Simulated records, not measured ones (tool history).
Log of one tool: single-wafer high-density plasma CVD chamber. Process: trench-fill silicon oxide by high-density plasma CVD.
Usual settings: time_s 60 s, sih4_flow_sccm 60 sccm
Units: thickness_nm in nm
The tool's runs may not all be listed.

run	hour	time_s	sih4_flow_sccm	wafers since the last listed run	hours since the silane flow controller was replaced	hours since the gauge calibration	read-back reference wafer on the same gauge, thickness_nm	thickness_nm
1	0	60	60	0	1643.8	126.9	433.034	393.56
2	9.5	60	60	226	1653.3	136.4	433.141	394.473
3	23.7	60	60	338	1667.5	150.6	433.173	395.721
4	33.2	60	60	226	1677	160.1	432.407	394.247
5	43.3	60	60	240	1687.1	170.2	432.637	393.788
6	80.9	60	65	896	1724.7	207.8	433.21	420.021
7	98.8	60	65	426	1742.6	225.7	433.33	419.406
8	114	60	60	362	1757.8	240.9	433.13	395.096
9	122.8	60	60	209	1766.6	249.7	433.15	394.503
10	132.2	60	60	224	1776	259.1	433.306	393.993
11	148.1	60	60	379	1791.9	275	432.889	394.005
12	157.8	60	60	231	1801.6	284.7	432.888	394.931
13	172.7	60	60	355	1816.5	299.6	433.122	395.741
14	186.4	60	60	326	1830.2	313.3	432.734	394.919
# hour 197.1: silane flow controller replaced
15	204	67.6	60	228	6.9	330.9	433.046	429.451
16	221.7	60	60	422	24.6	348.6	432.837	381.404
# hour 225.1: gauge calibrated
17	238.1	56.4	69	391	41	13	432.733	397.965
18	247.7	60	60	228	50.6	22.6	432.854	381.551
19	256.9	50.7	72	219	59.8	31.8	433.368	371.327

Forecast run 20:
20	263.7	54.4	71	162	66.6	38.6	?	?

Run 20 gave read-back reference wafer on the same gauge, thickness_nm 432.842, thickness_nm 395.023 nm.
Without the tool's hidden state the same run would have given thickness_nm 389.616 nm.
